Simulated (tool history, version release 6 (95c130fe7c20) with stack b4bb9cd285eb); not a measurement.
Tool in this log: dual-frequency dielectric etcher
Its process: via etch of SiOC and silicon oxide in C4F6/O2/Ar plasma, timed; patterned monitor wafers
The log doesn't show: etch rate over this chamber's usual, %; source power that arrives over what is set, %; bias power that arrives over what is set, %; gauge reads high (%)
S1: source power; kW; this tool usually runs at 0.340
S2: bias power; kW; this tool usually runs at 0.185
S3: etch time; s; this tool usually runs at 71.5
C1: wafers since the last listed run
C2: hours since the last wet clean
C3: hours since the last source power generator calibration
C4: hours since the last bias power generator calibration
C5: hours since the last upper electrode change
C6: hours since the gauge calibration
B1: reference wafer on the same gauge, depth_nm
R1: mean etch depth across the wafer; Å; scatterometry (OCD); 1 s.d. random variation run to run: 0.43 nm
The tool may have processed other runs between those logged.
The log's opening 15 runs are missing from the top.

run	day	S1	S2	S3	C1	C2	C3	C4	C5	C6	B1	R1
# day 31.167: gauge calibrated
16	31.488	0.340	0.185	82.0	719	194.4	132.0	2758.0	3001.2	7.7	69.4	942
17	33.542	0.340	0.185	71.5	589	243.7	181.3	2807.3	3050.5	57.0	69.4	827
18	35.133	0.260	0.215	53.5	456	281.9	219.5	2845.5	3088.7	95.2	69.4	571
# day 36.888: upper electrode replaced
19	37.650	0.400	0.198	90.5	435	342.3	279.9	2905.9	18.3	155.6	69.4	1172
20	39.933	0.380	0.219	71.5	655	397.1	334.7	2960.7	73.1	210.4	69.4	940
# day 42.200: wet clean of the chamber
21	42.662	0.340	0.185	71.5	496	11.1	400.2	3026.2	138.6	275.9	69.4	802
22	43.804	0.280	0.185	78.5	327	38.5	427.6	3053.6	166.0	303.3	69.4	795
# day 45.362: bias power generator calibrated
23	46.150	0.340	0.157	65.5	625	94.8	483.9	18.9	222.3	359.6	69.5	696
24	48.817	0.380	0.185	93.0	765	158.8	547.9	82.9	286.3	423.6	69.4	1122
25	51.725	0.390	0.185	71.5	834	228.6	617.7	152.7	356.1	493.4	69.4	881
26	53.846	0.390	0.212	89.5	608	279.5	668.6	203.6	407.0	544.3	69.4	1151
27	55.792	0.340	0.169	50.5	558	326.2	715.3	250.3	453.7	591.0	69.4	567
28	57.404	0.380	0.185	93.0	462	364.9	754.0	289.0	492.4	629.7	69.4	1124
29	58.679	0.280	0.204	71.5	365	395.5	784.6	319.6	523.0	660.3	69.5	784
30	62.488	0.340	0.185	71.5	1093	486.9	876.0	411.0	614.4	751.7	69.4	838

Branching from run 30: 4 alternative next runs. What would each branch give?
A	62.504	0.340	0.185	71.5	4	487.3	876.4	411.4	614.8	752.1	?	?
B	62.504	0.340	0.150	60.0	4	487.3	876.4	411.4	614.8	752.1	?	?
C	62.504	0.340	0.159	71.5	4	487.3	876.4	411.4	614.8	752.1	?	?
D	62.504	0.340	0.198	71.5	4	487.3	876.4	411.4	614.8	752.1	?	?

run	B1	R1
A	69.4	843
B	69.4	655
C	69.4	797
D	69.4	865
Had the tool no hidden state, the same runs would have come out as:
run	R1
A	805
B	626
C	762
D	826
